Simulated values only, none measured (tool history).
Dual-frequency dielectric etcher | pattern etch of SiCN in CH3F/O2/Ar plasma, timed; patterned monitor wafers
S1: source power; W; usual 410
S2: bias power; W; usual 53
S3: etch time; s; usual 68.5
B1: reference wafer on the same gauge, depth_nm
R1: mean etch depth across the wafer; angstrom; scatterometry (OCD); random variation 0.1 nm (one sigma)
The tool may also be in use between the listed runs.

| run | day | S1 | S2 | S3 | B1 | R1 |
|---|---|---|---|---|---|---|
| 1 | 0.000 | 480 | 53 | 61.5 | 22.97 | 236.9 |
|  | 0.896 | wet clean of the chamber |
| 2 | 2.417 | 480 | 53 | 61.5 | 23.02 | 233.2 |
| 3 | 4.096 | 480 | 53 | 61.5 | 23.00 | 237.1 |
| 4 | 5.196 | 410 | 53 | 68.5 | 23.01 | 241.0 |
| 5 | 6.929 | 410 | 53 | 68.5 | 23.01 | 243.0 |
| 6 | 7.954 | 410 | 53 | 68.5 | 23.02 | 241.6 |
| 7 | 9.904 | 480 | 53 | 68.5 | 23.01 | 263.9 |
| 8 | 12.688 | 480 | 53 | 68.5 | 23.03 | 260.2 |
| 9 | 14.879 | 480 | 53 | 68.5 | 22.96 | 262.3 |
| 10 | 16.617 | 340 | 53 | 82.5 | 22.99 | 262.1 |
|  | 17.529 | bias power generator calibrated |
|  | 18.242 | source power generator calibrated |
| 11 | 18.579 | 410 | 45 | 68.5 | 22.98 | 234.3 |
| 12 | 20.842 | 410 | 53 | 68.5 | 22.99 | 241.5 |
|  | 23.742 | wet clean of the chamber |
|  | 24.212 | upper electrode replaced |
| 13 | 24.233 | 410 | 53 | 52.0 | 23.00 | 182.4 |
| 14 | 26.079 | 410 | 53 | 68.5 | 22.98 | 243.7 |
| 15 | 28.308 | 410 | 53 | 68.5 | 22.96 | 243.5 |
| 16 | 29.646 | 370 | 57 | 54.5 | 23.02 | 185.7 |
|  | 32.392 | gauge calibrated |
| 17 | 32.425 | 410 | 58 | 68.5 | 23.01 | 247.6 |
| 18 | 33.988 | 410 | 43 | 68.5 | 23.01 | 229.7 |
| 19 | 36.721 | 410 | 45 | 53.5 | 23.01 | 182.5 |
| 20 | 38.917 | 410 | 53 | 86.0 | 22.96 | 303.4 |
| 21 | 41.900 | 410 | 59 | 58.5 | 23.01 | 212.6 |
| 22 | 43.633 | 410 | 41 | 68.5 | 22.99 | 228.7 |
| 23 | 45.262 | 410 | 53 | 68.5 | 23.03 | 243.8 |
|  | 46.700 | wet clean of the chamber |
| 24 | 47.012 | 410 | 48 | 68.5 | 22.96 | 236.9 |

Forecast each of these 3 alternatives for the next run:
| A | 47.029 | 410 | 57 | 68.5 | ? | ? |
| B | 47.029 | 410 | 65 | 68.5 | ? | ? |
| C | 47.029 | 340 | 59 | 53.0 | ? | ? |

| run | B1 | R1 |
|---|---|---|
| A | 22.99 | 246.9 |
| B | 22.99 | 255.5 |
| C | 22.99 | 175.0 |
Without the tool's hidden state the same runs would have given:
| run | R1 |
|---|---|
| A | 246.9 |
| B | 255.5 |
| C | 175.0 |
